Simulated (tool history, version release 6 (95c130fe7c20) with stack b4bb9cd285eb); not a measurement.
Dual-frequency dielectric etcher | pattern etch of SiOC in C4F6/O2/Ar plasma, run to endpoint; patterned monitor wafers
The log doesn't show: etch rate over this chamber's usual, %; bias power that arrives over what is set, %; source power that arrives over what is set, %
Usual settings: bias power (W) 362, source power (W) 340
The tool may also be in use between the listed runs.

run	day	bias power (W)	source power (W)	wafers since the last listed run	hours since the last wet clean	hours since the last bias power generator calibration	hours since the last source power generator calibration	hours since the last upper electrode change	incoming incoming film thickness, nm	endpoint time (s)
1	0	432	290	0	9.1	1157.5	4138.6	4473	25.55	10.9
2	0.542	362	340	133	22.1	1170.5	4151.6	4486	25.5	10.7
3	1.288	362	340	183	40	1188.4	4169.5	4503.9	25.48	10.7
4	2.392	362	340	271	66.5	1214.9	4196	4530.4	25.21	10.7
5	3.371	362	340	240	90	1238.4	4219.5	4553.9	25.33	10.7
6	4.846	362	340	362	125.4	1273.8	4254.9	4589.3	25.59	10.9
# day 7.188: upper electrode replaced
7	7.208	362	400	334	182.1	1330.5	4311.6	0.5	25.52	10.1
8	7.775	405	340	139	195.7	1344.1	4325.2	14.1	25.25	10.4
9	8.542	405	340	188	214.1	1362.5	4343.6	32.5	25.21	10.4
10	9.079	405	340	132	227	1375.4	4356.5	45.4	25.3	10.5
11	9.638	362	340	137	240.4	1388.8	4369.9	58.8	25.28	10.9
12	10.412	305	340	190	259	1407.4	4388.5	77.4	25.58	11.7
# day 12.242: source power generator calibrated
# day 14.883: wet clean of the chamber
13	14.904	275	370	817	0.5	1515.2	63.9	185.2	25.3	11.1
14	15.192	362	340	70	7.4	1522.1	70.8	192.1	25.32	10.6
15	17.925	362	340	671	73	1587.7	136.4	257.7	25.22	10.7
16	18.429	277	370	123	85.1	1599.8	148.5	269.8	25.46	11.3
17	19.758	362	410	326	117	1631.7	180.4	301.7	25.2	9.8
18	20.692	362	340	229	139.4	1654.1	202.8	324.1	25.63	10.9
19	22.008	393	320	323	171	1685.7	234.4	355.7	25.66	10.9
20	22.638	314	270	154	186.1	1700.8	249.5	370.8	25.53	13
21	24.012	412	280	337	219.1	1733.8	282.5	403.8	25.37	11.4
22	24.817	362	340	197	238.4	1753.1	301.8	423.1	25.38	10.9
23	26.258	430	400	354	273	1787.7	336.4	457.7	25.25	9.5
# day 27.3: bias power generator calibrated
24	27.508	362	340	266	303	5	366.4	487.7	25.34	10.8
25	28.425	419	290	225	325	27	388.4	509.7	25.64	11.3
# day 29.704: wet clean of the chamber
26	29.725	362	340	73	0.5	58.2	419.6	540.9	25.21	10.6
27	30.208	343	340	118	12.1	69.8	431.2	552.5	25.28	10.7
28	31.688	283	300	363	47.6	105.3	466.7	588	25.23	12.2
29	32.779	275	370	268	73.8	131.5	492.9	614.2	25.63	11.3
30	34.017	296	290	304	103.5	161.2	522.6	643.9	25.31	12.4
31	35.446	394	420	351	137.8	195.5	556.9	678.2	25.28	9.4
32	36.671	362	340	301	167.2	224.9	586.3	707.6	25.62	10.9
33	37.333	362	390	162	183.1	240.8	602.2	723.5	25.4	10.2
34	38.492	410	340	284	210.9	268.6	630	751.3	25.54	10.4

Forecast each of these 5 alternatives for the next run:
A	38.508	362	340	4	211.3	269	630.4	751.7	25.14	?
B	38.508	409	420	4	211.3	269	630.4	751.7	25.14	?
C	38.508	314	370	4	211.3	269	630.4	751.7	25.14	?
D	38.508	362	290	4	211.3	269	630.4	751.7	25.14	?
E	38.508	305	370	4	211.3	269	630.4	751.7	25.14	?

run	endpoint time (s)
A	10.8
B	9.3
C	10.9
D	11.6
E	11
Without the tool's hidden state the same runs would have given:
run	endpoint time (s)
A	10.4
B	9
C	10.5
D	11.2
E	10.6
